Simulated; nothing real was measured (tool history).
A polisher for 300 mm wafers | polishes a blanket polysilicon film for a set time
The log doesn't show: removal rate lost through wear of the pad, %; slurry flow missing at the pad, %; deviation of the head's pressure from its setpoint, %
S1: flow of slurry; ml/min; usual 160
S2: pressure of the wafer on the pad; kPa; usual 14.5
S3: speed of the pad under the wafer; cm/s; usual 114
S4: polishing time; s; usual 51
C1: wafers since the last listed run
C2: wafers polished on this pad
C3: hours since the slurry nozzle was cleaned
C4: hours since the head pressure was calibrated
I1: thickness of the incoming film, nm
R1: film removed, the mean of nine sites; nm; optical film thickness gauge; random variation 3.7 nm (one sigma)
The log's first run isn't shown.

run   hour   S1    S2   S3  S4   C1    C2     C3      C4      I1     R1
  2   11.5  160  12.4  114  51  158   562  271.6  1257.6  1785.7  313.3
  3   18.9  160  12.4  114  51  101   664    279    1265  1795.5  312.8
  4     33  160  12.4  114  51  194   858  293.1  1279.1  1779.9  309.2
  5   47.3  160  17.9  114  45  197  1055  307.4  1293.4  1791.8  379.4
      56.6  -- worn pad replaced by a new one
  6   63.6  160  17.9  114  45  169    96  323.7  1309.7  1774.4  380.5
  7   72.8  160  17.9  114  45  126   223  332.9  1318.9  1785.5  383.8
  8   79.1  140  14.5  114  64   86   310  339.2  1325.2  1797.5  428.8
  9   91.7  140  14.5  114  64  173   483  351.8  1337.8  1801.2  431.1
     100.4  -- head pressure recalibrated
 10    109  160  14.5   94  51  210   694  369.1     8.6  1796.3  310.6
 11  120.8  160  14.5   94  51  162   857  380.9    20.4  1802.2  315.9
 12  135.9  160  14.5   94  51  208  1065    396    35.5  1769.4  308.3
 13  152.3  160  14.5  114  51  225  1291  412.4    51.9  1805.1  344.4
     168.5  -- worn pad replaced by a new one, of another model than before
 14    169  160  14.5  114  51  174     7  429.1    68.6  1798.9  329.5
 15  174.4  160  14.5  114  51   74    81  434.5      74  1796.2  335.8
 16  181.3  160  14.5  114  51   95   176  441.4    80.9  1797.6    328
 17  190.9  160  14.5  114  51  132   309    451    90.5  1800.4  330.9
 18    214  210  14.5   82  51  318   627  474.1   113.6  1820.5  331.2
 19  222.2  205  14.5   98  66  112   740  482.3   121.8  1778.9  444.6
 20  229.5  160  12.4  114  46  100   840  489.6   129.1  1816.9  264.2
 21  235.7  125  14.5  114  51   85   926  495.8   135.3  1787.7    277
     254.4  -- worn pad replaced by a new one
 22  254.9  140  11.7  152  43  209     6    515   154.5  1814.1  247.8
 23  266.9  195  18.6  102  67  165   171    527   166.5  1813.4  529.6

The next listed run, before its measurement:
     271.9  -- slurry nozzle cleaned
 24  278.7  160  14.5  114  51  148  320  6.8  178.3  1801.2   ?

Run 24 gave R1 363.4 nm.
Without the tool's hidden state the same run would have given R1 370.9 nm.
